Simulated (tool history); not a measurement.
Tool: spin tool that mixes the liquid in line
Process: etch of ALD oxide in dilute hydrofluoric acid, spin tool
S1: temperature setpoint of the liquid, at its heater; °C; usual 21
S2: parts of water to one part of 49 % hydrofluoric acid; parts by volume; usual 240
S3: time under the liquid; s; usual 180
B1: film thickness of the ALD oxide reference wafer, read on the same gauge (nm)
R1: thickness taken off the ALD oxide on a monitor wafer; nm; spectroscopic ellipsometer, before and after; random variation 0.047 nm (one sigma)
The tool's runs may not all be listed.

| run | hour | S1 | S2 | S3 | B1 | R1 |
|---|---|---|---|---|---|---|
| 1 | 0 | 25 | 240 | 180 | 109.99 | 15.3 |
| 2 | 14.2 | 25 | 240 | 180 | 110.01 | 15.36 |
| 3 | 28.1 | 21 | 240 | 180 | 109.98 | 13.35 |
| 4 | 61.2 | 21 | 285 | 180 | 110.01 | 10.71 |
| 5 | 83.9 | 21 | 285 | 180 | 109.98 | 10.71 |
| 6 | 102.7 | 21 | 240 | 180 | 109.98 | 13.24 |
| 7 | 133.7 | 21 | 240 | 180 | 110 | 13.33 |
| 8 | 152 | 21 | 240 | 180 | 109.98 | 13.33 |
|  | 164.3 | thermometer replaced |
| 9 | 180.2 | 17.5 | 240 | 180 | 109.99 | 11.63 |
| 10 | 213.7 | 17.5 | 240 | 180 | 110.02 | 11.72 |
| 11 | 247.9 | 21 | 300 | 180 | 109.99 | 10.13 |
| 12 | 301.2 | 21 | 240 | 180 | 110.02 | 13.34 |
| 13 | 335.2 | 21 | 240 | 180 | 109.99 | 13.44 |
| 14 | 365.4 | 21 | 335 | 135 | 110.02 | 6.6 |
| 15 | 397.5 | 21 | 240 | 180 | 110 | 13.38 |
|  | 401.1 | gauge calibrated |
| 16 | 432.9 | 17 | 240 | 180 | 109.99 | 11.51 |
| 17 | 479 | 17.5 | 315 | 255 | 109.98 | 11.98 |
| 18 | 495.1 | 21 | 240 | 180 | 109.99 | 13.49 |

The next listed run, before its measurement:
| 19 | 509.8 | 21 | 240 | 180 | ? | ? |

Run 19 gave B1 109.99, R1 13.56 nm.
Without the tool's hidden state the same run would have given R1 12.97 nm.

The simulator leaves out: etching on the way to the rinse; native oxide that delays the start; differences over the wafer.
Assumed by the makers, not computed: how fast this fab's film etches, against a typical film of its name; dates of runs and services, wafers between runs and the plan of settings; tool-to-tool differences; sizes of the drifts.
